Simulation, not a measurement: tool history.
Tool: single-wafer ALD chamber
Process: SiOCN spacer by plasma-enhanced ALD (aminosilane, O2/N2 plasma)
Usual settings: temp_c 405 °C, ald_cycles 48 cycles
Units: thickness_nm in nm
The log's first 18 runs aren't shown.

| run | hour | temp_c | ald_cycles | wafers since the last listed run | hours since the last thermocouple change | hours since the gauge calibration | read-back reference wafer on the same gauge, thickness_nm | thickness_nm |
|---|---|---|---|---|---|---|---|---|
| 19 | 271.2 | 399 | 53 | 294 | 70.4 | 438.6 | 2.759 | 2.919 |
| 20 | 286.1 | 393 | 48 | 82 | 85.3 | 453.5 | 2.760 | 2.637 |
| 21 | 297.7 | 405 | 48 | 64 | 96.9 | 465.1 | 2.759 | 2.606 |
|  | 298.2 | gauge calibrated |
| 22 | 312.3 | 405 | 57 | 80 | 111.5 | 14.1 | 2.760 | 3.093 |
| 23 | 321.8 | 411 | 41 | 52 | 121.0 | 23.6 | 2.761 | 2.173 |
| 24 | 335.1 | 405 | 48 | 73 | 134.3 | 36.9 | 2.761 | 2.599 |
| 25 | 341.6 | 405 | 48 | 35 | 140.8 | 43.4 | 2.760 | 2.597 |
| 26 | 376.2 | 392 | 52 | 191 | 175.4 | 78.0 | 2.761 | 2.864 |
| 27 | 386.2 | 394 | 48 | 55 | 185.4 | 88.0 | 2.761 | 2.646 |
| 28 | 401.0 | 418 | 52 | 81 | 200.2 | 102.8 | 2.759 | 2.691 |
| 29 | 438.8 | 400 | 51 | 209 | 238.0 | 140.6 | 2.761 | 2.816 |
| 30 | 452.7 | 405 | 45 | 76 | 251.9 | 154.5 | 2.760 | 2.447 |

4 ways to go on from here, each from the tool as it stands after run 30. What would each give?
| A | 453.2 | 405 | 52 | 2 | 252.4 | 155.0 | ? | ? |
| B | 453.2 | 405 | 40 | 2 | 252.4 | 155.0 | ? | ? |
| C | 453.2 | 394 | 56 | 2 | 252.4 | 155.0 | ? | ? |
| D | 453.2 | 419 | 48 | 2 | 252.4 | 155.0 | ? | ? |

| run | read-back reference wafer on the same gauge, thickness_nm | thickness_nm |
|---|---|---|
| A | 2.761 | 2.811 |
| B | 2.761 | 2.163 |
| C | 2.761 | 3.074 |
| D | 2.761 | 2.469 |
Without the tool's hidden state the same runs would have given:
| run | thickness_nm |
|---|---|
| A | 2.811 |
| B | 2.163 |
| C | 3.074 |
| D | 2.469 |

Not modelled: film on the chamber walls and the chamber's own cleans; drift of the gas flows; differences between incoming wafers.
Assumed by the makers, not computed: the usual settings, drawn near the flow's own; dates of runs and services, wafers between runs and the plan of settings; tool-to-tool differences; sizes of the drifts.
